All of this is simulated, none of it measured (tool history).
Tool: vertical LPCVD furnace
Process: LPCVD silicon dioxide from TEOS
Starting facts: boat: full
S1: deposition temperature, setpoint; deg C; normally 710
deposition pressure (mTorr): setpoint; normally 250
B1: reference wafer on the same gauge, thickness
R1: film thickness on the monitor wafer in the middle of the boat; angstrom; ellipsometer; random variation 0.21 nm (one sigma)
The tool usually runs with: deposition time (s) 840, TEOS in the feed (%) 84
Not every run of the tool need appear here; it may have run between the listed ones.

run 1 hour=0.0 | S1=710 deposition_pressure_(mTorr)=250 deposition_time_(s)=840 TEOS_in_the_feed_(%)=84 | B1=136.99 | R1=1489.9
run 2 hour=27.0 | S1=710 deposition_pressure_(mTorr)=250 deposition_time_(s)=840 TEOS_in_the_feed_(%)=84 | B1=137.03 | R1=1491.1
run 3 hour=92.8 | S1=710 deposition_pressure_(mTorr)=250 deposition_time_(s)=840 TEOS_in_the_feed_(%)=84 | B1=137.03 | R1=1488.2
run 4 hour=156.8 | S1=710 deposition_pressure_(mTorr)=295 deposition_time_(s)=930 TEOS_in_the_feed_(%)=84 | B1=136.91 | R1=1789.5
run 5 hour=182.7 | S1=710 deposition_pressure_(mTorr)=295 deposition_time_(s)=930 TEOS_in_the_feed_(%)=84 | B1=137.02 | R1=1784.4
run 6 hour=228.2 | S1=710 deposition_pressure_(mTorr)=295 deposition_time_(s)=930 TEOS_in_the_feed_(%)=84 | B1=136.92 | R1=1791.0
run 7 hour=271.0 | S1=710 deposition_pressure_(mTorr)=250 deposition_time_(s)=630 TEOS_in_the_feed_(%)=76 | B1=137.04 | R1=1067.0
-- hour=312.0 pressure gauge zeroed
-- hour=313.1 thermocouples replaced and temperature profile calibrated
run 8 hour=340.3 | S1=710 deposition_pressure_(mTorr)=250 deposition_time_(s)=840 TEOS_in_the_feed_(%)=84 | B1=137.02 | R1=1364.6
run 9 hour=371.0 | S1=710 deposition_pressure_(mTorr)=250 deposition_time_(s)=840 TEOS_in_the_feed_(%)=84 | B1=136.99 | R1=1365.4
run 10 hour=437.7 | S1=710 deposition_pressure_(mTorr)=250 deposition_time_(s)=840 TEOS_in_the_feed_(%)=84 | B1=137.06 | R1=1368.4
-- hour=470.1 gauge calibrated
run 11 hour=500.9 | S1=710 deposition_pressure_(mTorr)=250 deposition_time_(s)=540 TEOS_in_the_feed_(%)=84 | B1=137.05 | R1=885.3
run 12 hour=554.9 | S1=715 deposition_pressure_(mTorr)=250 deposition_time_(s)=840 TEOS_in_the_feed_(%)=84 | B1=137.09 | R1=1552.0
run 13 hour=579.0 | S1=710 deposition_pressure_(mTorr)=250 deposition_time_(s)=840 TEOS_in_the_feed_(%)=84 | B1=137.02 | R1=1382.9
-- hour=646.6 TEOS flow controller replaced
run 14 hour=647.1 | S1=710 deposition_pressure_(mTorr)=250 deposition_time_(s)=840 TEOS_in_the_feed_(%)=84 | B1=136.95 | R1=1388.1
run 15 hour=665.0 | S1=714 deposition_pressure_(mTorr)=285 deposition_time_(s)=1050 TEOS_in_the_feed_(%)=97 | B1=136.93 | R1=2187.8
run 16 hour=722.6 | S1=710 deposition_pressure_(mTorr)=250 deposition_time_(s)=840 TEOS_in_the_feed_(%)=84 | B1=136.96 | R1=1396.6
run 17 hour=762.8 | S1=717 deposition_pressure_(mTorr)=250 deposition_time_(s)=840 TEOS_in_the_feed_(%)=77 | B1=137.00 | R1=1571.0
run 18 hour=809.5 | S1=710 deposition_pressure_(mTorr)=235 deposition_time_(s)=720 TEOS_in_the_feed_(%)=84 | B1=136.92 | R1=1164.5
run 19 hour=851.0 | S1=710 deposition_pressure_(mTorr)=250 deposition_time_(s)=750 TEOS_in_the_feed_(%)=84 | B1=137.09 | R1=1252.7
run 20 hour=912.4 | S1=710 deposition_pressure_(mTorr)=250 deposition_time_(s)=720 TEOS_in_the_feed_(%)=84 | B1=137.08 | R1=1211.0
run 21 hour=949.1 | S1=700 deposition_pressure_(mTorr)=215 deposition_time_(s)=840 TEOS_in_the_feed_(%)=90 | B1=137.00 | R1=1077.7

Alternative continuations, all from the tool just after run 21; predict every row:
run A hour=952.9 | S1=710 deposition_pressure_(mTorr)=250 deposition_time_(s)=840 TEOS_in_the_feed_(%)=77 | B1=? | R1=?
run B hour=952.9 | S1=710 deposition_pressure_(mTorr)=215 deposition_time_(s)=840 TEOS_in_the_feed_(%)=84 | B1=? | R1=?
run C hour=952.9 | S1=710 deposition_pressure_(mTorr)=250 deposition_time_(s)=600 TEOS_in_the_feed_(%)=84 | B1=? | R1=?
run D hour=952.9 | S1=704 deposition_pressure_(mTorr)=250 deposition_time_(s)=840 TEOS_in_the_feed_(%)=72 | B1=? | R1=?
run E hour=952.9 | S1=710 deposition_pressure_(mTorr)=270 deposition_time_(s)=840 TEOS_in_the_feed_(%)=84 | B1=? | R1=?

run=A B1=137.06 R1=1354.5
run=B B1=137.06 R1=1312.9
run=C B1=137.06 R1=1010.5
run=D B1=137.06 R1=1141.9
run=E B1=137.06 R1=1469.8
The same runs, with their run-to-run variation unchanged, on a tool lacking any hidden condition would have given:
run=A R1=1303.9
run=B R1=1262.9
run=C R1=972.7
run=D R1=1098.8
run=E R1=1415.3
